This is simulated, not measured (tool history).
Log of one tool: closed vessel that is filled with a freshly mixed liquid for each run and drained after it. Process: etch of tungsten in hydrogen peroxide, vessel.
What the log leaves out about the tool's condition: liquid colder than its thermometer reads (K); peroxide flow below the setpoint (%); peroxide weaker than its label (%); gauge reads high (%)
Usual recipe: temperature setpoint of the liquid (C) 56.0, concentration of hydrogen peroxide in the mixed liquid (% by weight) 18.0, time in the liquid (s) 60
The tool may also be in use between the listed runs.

run	hour	temperature setpoint of the liquid (C)	concentration of hydrogen peroxide in the mixed liquid (% by weight)	time in the liquid (s)	wafers since the last listed run	hours since the thermometer was replaced	hours since the peroxide flow meter was replaced	hours since the drum of peroxide was connected	hours since the gauge calibration	read-back film thickness of the tungsten reference wafer, read on the same gauge (nm)	thickness taken off the tungsten on a monitor wafer (nm)
1	0.0	56.0	18.0	60	0	35.2	582.8	60.4	689.7	70.03	83.98
2	25.9	56.0	18.0	60	1867	61.1	608.7	86.3	715.6	70.03	84.23
3	55.7	56.0	18.0	60	2149	90.9	638.5	116.1	745.4	70.01	83.62
4	72.9	56.0	21.5	60	1240	108.1	655.7	133.3	762.6	69.98	90.85
5	102.0	56.0	18.0	60	2098	137.2	684.8	162.4	791.7	70.00	83.71
6	129.0	56.0	18.0	60	1947	164.2	711.8	189.4	818.7	70.01	83.27
7	150.2	56.0	16.0	85	1528	185.4	733.0	210.6	839.9	69.98	111.60
8	165.7	56.0	18.0	60	1117	200.9	748.5	226.1	855.4	69.97	83.67
9	185.5	58.5	18.0	35	1427	220.7	768.3	245.9	875.2	70.00	56.33
10	229.3	56.0	18.0	60	3158	264.5	812.1	289.7	919.0	69.98	83.25
# hour 248.4: peroxide flow meter replaced
11	262.8	56.0	18.0	60	2343	298.0	14.4	323.2	952.5	69.99	82.84
# hour 277.0: gauge calibrated
12	277.8	56.0	22.0	50	1081	313.0	29.4	338.2	0.8	69.97	76.33
13	294.9	56.0	18.0	60	1233	330.1	46.5	355.3	17.9	70.00	83.06
14	322.5	56.0	23.0	40	1990	357.7	74.1	382.9	45.5	70.03	62.25
15	337.0	49.5	20.5	75	1045	372.2	88.6	397.4	60.0	70.03	74.90
16	369.7	65.0	18.0	60	2358	404.9	121.3	430.1	92.7	69.99	137.83
17	398.1	56.0	16.0	60	2048	433.3	149.7	458.5	121.1	69.99	77.67
18	430.6	50.5	14.5	90	2343	465.8	182.2	491.0	153.6	70.02	79.56
19	459.5	56.0	18.0	60	2084	494.7	211.1	519.9	182.5	70.04	82.75
20	471.7	51.5	14.0	60	879	506.9	223.3	532.1	194.7	69.98	55.04
21	503.3	63.5	16.5	95	2278	538.5	254.9	563.7	226.3	69.99	192.48
22	515.7	56.0	18.0	60	894	550.9	267.3	576.1	238.7	69.95	82.15
23	543.5	56.0	18.0	85	2004	578.7	295.1	603.9	266.5	69.98	115.51
24	571.9	56.0	22.5	60	2048	607.1	323.5	632.3	294.9	69.96	91.66
25	591.3	56.0	22.5	40	1399	626.5	342.9	651.7	314.3	70.04	60.98
26	621.0	49.0	18.0	60	2141	656.2	372.6	681.4	344.0	69.95	53.51
27	641.1	56.0	18.0	30	1449	676.3	392.7	701.5	364.1	70.03	40.61
28	658.4	52.5	14.0	60	1247	693.6	410.0	718.8	381.4	69.98	58.33
29	686.1	64.5	15.5	30	1997	721.3	437.7	746.5	409.1	69.96	61.83
30	717.8	63.0	18.0	85	2286	753.0	469.4	778.2	440.8	69.98	173.42

Below, each run's measurement less what the same run would have read without the hidden state. Both values contain the same run-to-run variation, but the gauge's scatter may not be the same in both:
run	thickness taken off the tungsten on a monitor wafer (nm)
1	-0.14
2	-0.24
3	-0.40
4	-0.49
5	-0.54
6	-0.69
7	-0.99
8	-0.84
9	-0.60
10	-1.08
11	-1.18
12	-1.18
13	-1.33
14	-1.08
15	-1.44
16	-2.56
17	-1.62
18	-1.87
19	-1.97
20	-1.38
21	-4.83
22	-2.21
23	-3.25
24	-2.75
25	-1.86
26	-1.81
27	-1.34
28	-2.04
29	-2.08
30	-6.09
